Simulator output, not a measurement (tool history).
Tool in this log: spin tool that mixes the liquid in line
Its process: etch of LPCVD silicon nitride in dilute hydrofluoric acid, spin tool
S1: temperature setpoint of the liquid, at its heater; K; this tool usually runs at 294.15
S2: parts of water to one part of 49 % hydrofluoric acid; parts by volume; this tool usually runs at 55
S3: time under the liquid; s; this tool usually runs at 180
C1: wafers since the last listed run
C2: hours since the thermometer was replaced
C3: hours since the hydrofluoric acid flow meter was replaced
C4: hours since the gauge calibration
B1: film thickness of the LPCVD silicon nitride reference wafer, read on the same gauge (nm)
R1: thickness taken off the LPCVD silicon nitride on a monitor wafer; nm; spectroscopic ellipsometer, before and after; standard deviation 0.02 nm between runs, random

{"run": 1, "day": 0.0, "S1": 294.15, "S2": 55, "S3": 255, "C1": 0, "C2": 653.4, "C3": 2000.1, "C4": 370.2, "B1": 49.992, "R1": 1.428}
{"run": 2, "day": 0.733, "S1": 294.15, "S2": 55, "S3": 255, "C1": 129, "C2": 671, "C3": 2017.7, "C4": 387.8, "B1": 50.001, "R1": 1.38}
{"run": 3, "day": 1.071, "S1": 294.15, "S2": 55, "S3": 220, "C1": 59, "C2": 679.1, "C3": 2025.8, "C4": 395.9, "B1": 49.986, "R1": 1.216}
{"run": 4, "day": 1.625, "S1": 294.15, "S2": 55, "S3": 220, "C1": 98, "C2": 692.4, "C3": 2039.1, "C4": 409.2, "B1": 49.996, "R1": 1.183}
{"run": 5, "day": 2.096, "S1": 294.15, "S2": 55, "S3": 180, "C1": 83, "C2": 703.7, "C3": 2050.4, "C4": 420.5, "B1": 49.997, "R1": 0.98}
{"run": 6, "day": 2.483, "S1": 294.15, "S2": 55, "S3": 180, "C1": 68, "C2": 713, "C3": 2059.7, "C4": 429.8, "B1": 49.992, "R1": 0.958}
{"day": 2.796, "done": "thermometer replaced"}
{"run": 7, "day": 3.112, "S1": 294.15, "S2": 55, "S3": 180, "C1": 104, "C2": 7.6, "C3": 2074.8, "C4": 444.9, "B1": 49.992, "R1": 1.192}
{"run": 8, "day": 3.383, "S1": 294.15, "S2": 55, "S3": 180, "C1": 47, "C2": 14.1, "C3": 2081.3, "C4": 451.4, "B1": 50.011, "R1": 1.183}
{"run": 9, "day": 3.633, "S1": 294.15, "S2": 55, "S3": 180, "C1": 44, "C2": 20.1, "C3": 2087.3, "C4": 457.4, "B1": 49.999, "R1": 1.168}
{"run": 10, "day": 4.304, "S1": 294.15, "S2": 55, "S3": 180, "C1": 118, "C2": 36.2, "C3": 2103.4, "C4": 473.5, "B1": 50.006, "R1": 1.163}
{"run": 11, "day": 4.729, "S1": 294.15, "S2": 55, "S3": 180, "C1": 75, "C2": 46.4, "C3": 2113.6, "C4": 483.7, "B1": 50.007, "R1": 1.218}
{"run": 12, "day": 5.083, "S1": 294.15, "S2": 55, "S3": 135, "C1": 62, "C2": 54.9, "C3": 2122.1, "C4": 492.2, "B1": 50.009, "R1": 0.892}
{"day": 5.542, "done": "hydrofluoric acid flow meter replaced"}
{"run": 13, "day": 6.854, "S1": 294.15, "S2": 55, "S3": 180, "C1": 306, "C2": 97.4, "C3": 31.5, "C4": 534.7, "B1": 50.018, "R1": 1.14}
{"run": 14, "day": 7.55, "S1": 294.15, "S2": 25, "S3": 180, "C1": 123, "C2": 114.1, "C3": 48.2, "C4": 551.4, "B1": 49.971, "R1": 2.545}
{"run": 15, "day": 7.883, "S1": 294.15, "S2": 55, "S3": 180, "C1": 59, "C2": 122.1, "C3": 56.2, "C4": 559.4, "B1": 50, "R1": 1.132}
{"day": 8.208, "done": "gauge calibrated"}
{"run": 16, "day": 8.346, "S1": 296.15, "S2": 35, "S3": 100, "C1": 81, "C2": 133.2, "C3": 67.3, "C4": 3.3, "B1": 50.001, "R1": 1.166}
{"run": 17, "day": 8.658, "S1": 294.15, "S2": 55, "S3": 180, "C1": 55, "C2": 140.7, "C3": 74.8, "C4": 10.8, "B1": 50.017, "R1": 1.141}
{"run": 18, "day": 9.129, "S1": 294.15, "S2": 30, "S3": 225, "C1": 83, "C2": 152, "C3": 86.1, "C4": 22.1, "B1": 49.997, "R1": 2.588}
{"run": 19, "day": 9.725, "S1": 294.15, "S2": 55, "S3": 125, "C1": 105, "C2": 166.3, "C3": 100.4, "C4": 36.4, "B1": 50, "R1": 0.779}
{"run": 20, "day": 10.442, "S1": 294.15, "S2": 80, "S3": 290, "C1": 126, "C2": 183.5, "C3": 117.6, "C4": 53.6, "B1": 49.986, "R1": 1.302}
{"run": 21, "day": 10.996, "S1": 296.65, "S2": 75, "S3": 255, "C1": 98, "C2": 196.8, "C3": 130.9, "C4": 66.9, "B1": 50.002, "R1": 1.444}
{"run": 22, "day": 11.383, "S1": 294.15, "S2": 55, "S3": 180, "C1": 68, "C2": 206.1, "C3": 140.2, "C4": 76.2, "B1": 50.004, "R1": 1.129}
{"run": 23, "day": 11.717, "S1": 297.65, "S2": 25, "S3": 255, "C1": 59, "C2": 214.1, "C3": 148.2, "C4": 84.2, "B1": 50.005, "R1": 4.423}
{"run": 24, "day": 12.321, "S1": 294.15, "S2": 55, "S3": 135, "C1": 106, "C2": 228.6, "C3": 162.7, "C4": 98.7, "B1": 49.997, "R1": 0.844}
{"run": 25, "day": 12.654, "S1": 294.15, "S2": 55, "S3": 180, "C1": 59, "C2": 236.6, "C3": 170.7, "C4": 106.7, "B1": 50, "R1": 1.133}
{"run": 26, "day": 13.029, "S1": 294.15, "S2": 55, "S3": 180, "C1": 66, "C2": 245.6, "C3": 179.7, "C4": 115.7, "B1": 49.998, "R1": 1.135}
{"run": 27, "day": 13.617, "S1": 298.65, "S2": 30, "S3": 235, "C1": 104, "C2": 259.7, "C3": 193.8, "C4": 129.8, "B1": 50, "R1": 3.646}
{"run": 28, "day": 14.004, "S1": 296.65, "S2": 45, "S3": 80, "C1": 68, "C2": 269, "C3": 203.1, "C4": 139.1, "B1": 50.026, "R1": 0.701}
{"run": 29, "day": 14.608, "S1": 294.15, "S2": 80, "S3": 180, "C1": 106, "C2": 283.5, "C3": 217.6, "C4": 153.6, "B1": 49.999, "R1": 0.781}
{"run": 30, "day": 15.079, "S1": 294.15, "S2": 55, "S3": 180, "C1": 83, "C2": 294.8, "C3": 228.9, "C4": 164.9, "B1": 49.974, "R1": 1.095}
{"run": 31, "day": 15.496, "S1": 290.15, "S2": 80, "S3": 230, "C1": 73, "C2": 304.8, "C3": 238.9, "C4": 174.9, "B1": 50.01, "R1": 0.763}
{"run": 32, "day": 15.842, "S1": 294.15, "S2": 45, "S3": 140, "C1": 61, "C2": 313.1, "C3": 247.2, "C4": 183.2, "B1": 50.008, "R1": 1.074}
{"run": 33, "day": 16.542, "S1": 295.65, "S2": 30, "S3": 180, "C1": 123, "C2": 329.9, "C3": 264, "C4": 200, "B1": 50.002, "R1": 2.202}
{"run": 34, "day": 17.267, "S1": 294.15, "S2": 55, "S3": 180, "C1": 128, "C2": 347.3, "C3": 281.4, "C4": 217.4, "B1": 50.014, "R1": 1.076}

Each row is a separate what-if for the run after 34, all from the same tool condition, not one after another. Results?
{"run": "A", "day": 17.288, "S1": 294.15, "S2": 55, "S3": 180, "C1": 3, "C2": 347.8, "C3": 281.9, "C4": 217.9, "B1": "?", "R1": "?"}
{"run": "B", "day": 17.288, "S1": 295.65, "S2": 45, "S3": 150, "C1": 3, "C2": 347.8, "C3": 281.9, "C4": 217.9, "B1": "?", "R1": "?"}
{"run": "C", "day": 17.288, "S1": 291.65, "S2": 75, "S3": 290, "C1": 3, "C2": 347.8, "C3": 281.9, "C4": 217.9, "B1": "?", "R1": "?"}

run=A B1=50.004 R1=1.095
run=B B1=50.004 R1=1.231
run=C B1=50.004 R1=1.096
Take away the tool's hidden state, keep each run's random variation, and the runs would have read:
run=A R1=1.21
run=B R1=1.359
run=C R1=1.212
